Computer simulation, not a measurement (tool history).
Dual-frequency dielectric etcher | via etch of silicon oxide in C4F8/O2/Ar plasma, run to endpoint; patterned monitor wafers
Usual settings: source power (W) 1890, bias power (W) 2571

| run | hour | source power (W) | bias power (W) | wafers since the last listed run | hours since the last wet clean | hours since the last source power generator calibration | hours since the last bias power generator calibration | hours since the last upper electrode change | incoming incoming film thickness, nm | endpoint time (s) |
|---|---|---|---|---|---|---|---|---|---|---|
| 1 | 0 | 1890 | 2571 | 0 | 116.7 | 4394.4 | 1511.6 | 2539.3 | 1111.9 | 231.1 |
| 2 | 27.7 | 2150 | 2953 | 146 | 144.4 | 4422.1 | 1539.3 | 2567 | 1104.3 | 207.8 |
| 3 | 60.7 | 2110 | 2571 | 174 | 177.4 | 4455.1 | 1572.3 | 2600 | 1100.1 | 218.8 |
| 4 | 80.2 | 1890 | 2571 | 103 | 196.9 | 4474.6 | 1591.8 | 2619.5 | 1100.6 | 225.8 |
| 5 | 109.6 | 1890 | 2571 | 155 | 226.3 | 4504 | 1621.2 | 2648.9 | 1103.5 | 225.3 |
| 6 | 123.8 | 1890 | 2571 | 75 | 240.5 | 4518.2 | 1635.4 | 2663.1 | 1097.6 | 225.3 |
| 7 | 156.7 | 2100 | 2571 | 173 | 273.4 | 4551.1 | 1668.3 | 2696 | 1111.8 | 218.6 |
| 8 | 184.9 | 2100 | 2571 | 149 | 301.6 | 4579.3 | 1696.5 | 2724.2 | 1088 | 214.4 |
| 9 | 211.1 | 1890 | 2374 | 138 | 327.8 | 4605.5 | 1722.7 | 2750.4 | 1097.7 | 227.5 |
|  | 246.7 | upper electrode replaced |
| 10 | 247.2 | 1890 | 2374 | 63 | 363.9 | 4641.6 | 1758.8 | 0.5 | 1095.6 | 228.5 |
| 11 | 259 | 1890 | 2712 | 62 | 375.7 | 4653.4 | 1770.6 | 12.3 | 1098.3 | 219.8 |
| 12 | 294.8 | 1890 | 2712 | 189 | 411.5 | 4689.2 | 1806.4 | 48.1 | 1102.6 | 221.2 |
| 13 | 314.2 | 1890 | 2712 | 102 | 430.9 | 4708.6 | 1825.8 | 67.5 | 1103.3 | 218.8 |
| 14 | 330.3 | 1890 | 2991 | 85 | 447 | 4724.7 | 1841.9 | 83.6 | 1106.7 | 212.1 |
| 15 | 360.3 | 1890 | 2571 | 158 | 477 | 4754.7 | 1871.9 | 113.6 | 1106.2 | 223.9 |
| 16 | 378 | 1890 | 2571 | 93 | 494.7 | 4772.4 | 1889.6 | 131.3 | 1110.5 | 224.3 |
| 17 | 399.9 | 1890 | 2571 | 115 | 516.6 | 4794.3 | 1911.5 | 153.2 | 1105 | 221.9 |
| 18 | 417.8 | 2030 | 2080 | 94 | 534.5 | 4812.2 | 1929.4 | 171.1 | 1116.3 | 235.7 |
|  | 445.9 | bias power generator calibrated |
|  | 477.3 | wet clean of the chamber |
| 19 | 515.9 | 2150 | 2021 | 370 | 38.6 | 4910.3 | 70 | 269.2 | 1116.5 | 242.5 |
|  | 541.7 | source power generator calibrated |
| 20 | 551.5 | 1760 | 1944 | 167 | 74.2 | 9.8 | 105.6 | 304.8 | 1103.2 | 256.7 |
| 21 | 574.1 | 1890 | 2571 | 119 | 96.8 | 32.4 | 128.2 | 327.4 | 1110.2 | 231.4 |
| 22 | 600.4 | 1720 | 2571 | 139 | 123.1 | 58.7 | 154.5 | 353.7 | 1093.7 | 231.2 |

Forecast run 23:
| 23 | 614.8 | 1690 | 2018 | 76 | 137.5 | 73.1 | 168.9 | 368.1 | 1113.7 | ? |

endpoint time (s): 259
Without the tool's hidden state the same run would have given endpoint time (s) 259.3.
